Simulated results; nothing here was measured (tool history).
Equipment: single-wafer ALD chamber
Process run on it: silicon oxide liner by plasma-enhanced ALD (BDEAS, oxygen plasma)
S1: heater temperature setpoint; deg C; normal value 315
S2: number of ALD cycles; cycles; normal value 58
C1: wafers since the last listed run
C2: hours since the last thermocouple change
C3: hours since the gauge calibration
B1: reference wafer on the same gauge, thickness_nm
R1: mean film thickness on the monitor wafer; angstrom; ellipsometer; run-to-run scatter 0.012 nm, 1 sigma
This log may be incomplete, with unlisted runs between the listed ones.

Run 1, hour 0.0: usual settings but S2 49 cycles; C1 0; C2 556.3; C3 216.8; B1 5.380. Result: R1 42.06 angstrom.
Run 2, hour 33.1: usual settings but S2 49 cycles; C1 195; C2 589.4; C3 249.9; B1 5.379. Result: R1 42.09 angstrom.
Run 3, hour 52.5: usual settings but S2 49 cycles; C1 114; C2 608.8; C3 269.3; B1 5.382. Result: R1 41.89 angstrom.
Run 4, hour 82.2: usual settings; C1 175; C2 638.5; C3 299.0; B1 5.379. Result: R1 49.81 angstrom.
Run 5, hour 96.4: usual settings; C1 83; C2 652.7; C3 313.2; B1 5.380. Result: R1 49.75 angstrom.
Run 6, hour 109.7: usual settings but S2 61 cycles; C1 78; C2 666.0; C3 326.5; B1 5.381. Result: R1 52.60 angstrom.
Run 7, hour 130.0: usual settings but S2 61 cycles; C1 119; C2 686.3; C3 346.8; B1 5.382. Result: R1 52.48 angstrom.
Run 8, hour 155.8: usual settings; C1 152; C2 712.1; C3 372.6; B1 5.380. Result: R1 49.92 angstrom.
Run 9, hour 171.4: usual settings; C1 91; C2 727.7; C3 388.2; B1 5.382. Result: R1 49.67 angstrom.
Run 10, hour 195.7: usual settings; C1 143; C2 752.0; C3 412.5; B1 5.378. Result: R1 49.84 angstrom.
At hour 219.9: gauge calibrated.
At hour 224.1: thermocouple changed; heater temperature recalibrated.
Run 11, hour 247.6: usual settings but S2 66 cycles; C1 258; C2 23.5; C3 27.7; B1 5.379. Result: R1 56.78 angstrom.
Run 12, hour 276.5: usual settings but S2 66 cycles; C1 170; C2 52.4; C3 56.6; B1 5.380. Result: R1 56.67 angstrom.
Run 13, hour 294.8: usual settings but S1 319 deg C; C1 107; C2 70.7; C3 74.9; B1 5.378. Result: R1 49.18 angstrom.
Run 14, hour 310.4: usual settings but S1 306 deg C, S2 53 cycles; C1 91; C2 86.3; C3 90.5; B1 5.379. Result: R1 46.18 angstrom.
Run 15, hour 338.9: usual settings but S1 306 deg C, S2 53 cycles; C1 168; C2 114.8; C3 119.0; B1 5.380. Result: R1 46.15 angstrom.
Run 16, hour 356.1: usual settings but S1 306 deg C, S2 53 cycles; C1 101; C2 132.0; C3 136.2; B1 5.381. Result: R1 46.07 angstrom.
Run 17, hour 368.8: usual settings but S1 328 deg C, S2 53 cycles; C1 74; C2 144.7; C3 148.9; B1 5.380. Result: R1 44.78 angstrom.
Run 18, hour 404.5: usual settings; C1 210; C2 180.4; C3 184.6; B1 5.379. Result: R1 49.94 angstrom.
Run 19, hour 432.8: usual settings but S1 328 deg C; C1 166; C2 208.7; C3 212.9; B1 5.380. Result: R1 48.76 angstrom.
Run 20, hour 447.8: usual settings but S1 326 deg C; C1 88; C2 223.7; C3 227.9; B1 5.381. Result: R1 49.02 angstrom.
Run 21, hour 478.3: usual settings but S1 322 deg C, S2 69 cycles; C1 179; C2 254.2; C3 258.4; B1 5.377. Result: R1 58.86 angstrom.
Run 22, hour 502.3: usual settings but S2 69 cycles; C1 141; C2 278.2; C3 282.4; B1 5.379. Result: R1 59.32 angstrom.
Run 23, hour 518.0: usual settings; C1 92; C2 293.9; C3 298.1; B1 5.379. Result: R1 49.84 angstrom.
Run 24, hour 535.4: usual settings but S1 323 deg C, S2 54 cycles; C1 102; C2 311.3; C3 315.5; B1 5.378. Result: R1 45.96 angstrom.
Run 25, hour 547.9: usual settings but S2 66 cycles; C1 73; C2 323.8; C3 328.0; B1 5.382. Result: R1 56.52 angstrom.
Run 26, hour 568.5: usual settings but S1 304 deg C; C1 121; C2 344.4; C3 348.6; B1 5.381. Result: R1 50.57 angstrom.
At hour 574.1: gauge calibrated.
Run 27, hour 602.1: usual settings; C1 198; C2 378.0; C3 28.0; B1 5.380. Result: R1 49.88 angstrom.
Run 28, hour 614.8: usual settings but S1 309 deg C, S2 62 cycles; C1 74; C2 390.7; C3 40.7; B1 5.380. Result: R1 53.78 angstrom.
Run 29, hour 649.5: usual settings but S1 322 deg C, S2 50 cycles; C1 204; C2 425.4; C3 75.4; B1 5.379. Result: R1 42.41 angstrom.
Run 30, hour 675.9: usual settings; C1 155; C2 451.8; C3 101.8; B1 5.381. Result: R1 49.73 angstrom.
Run 31, hour 705.8: usual settings but S1 309 deg C; C1 176; C2 481.7; C3 131.7; B1 5.380. Result: R1 50.29 angstrom.
Run 32, hour 726.0: usual settings but S1 321 deg C, S2 69 cycles; C1 119; C2 501.9; C3 151.9; B1 5.379. Result: R1 58.69 angstrom.

Alternative continuations, all from the tool just after run 32; predict every row:
Run A, hour 726.5: usual settings but S1 330 deg C; C1 2; C2 502.4; C3 152.4; B1 ?. Result: R1 ?.
Run B, hour 726.5: usual settings but S1 303 deg C; C1 2; C2 502.4; C3 152.4; B1 ?. Result: R1 ?.
Run C, hour 726.5: usual settings but S1 329 deg C; C1 2; C2 502.4; C3 152.4; B1 ?. Result: R1 ?.
Run D, hour 726.5: usual settings but S1 306 deg C, S2 64 cycles; C1 2; C2 502.4; C3 152.4; B1 ?. Result: R1 ?.
Run E, hour 726.5: usual settings but S1 308 deg C; C1 2; C2 502.4; C3 152.4; B1 ?. Result: R1 ?.

run     B1     R1
  A  5.382  48.66
  B  5.382  50.85
  C  5.382  48.74
  D  5.382  55.84
  E  5.382  50.45
Had the tool no hidden state, the same runs would have come out as:
run     R1
  A  48.66
  B  50.85
  C  48.74
  D  55.84
  E  50.45
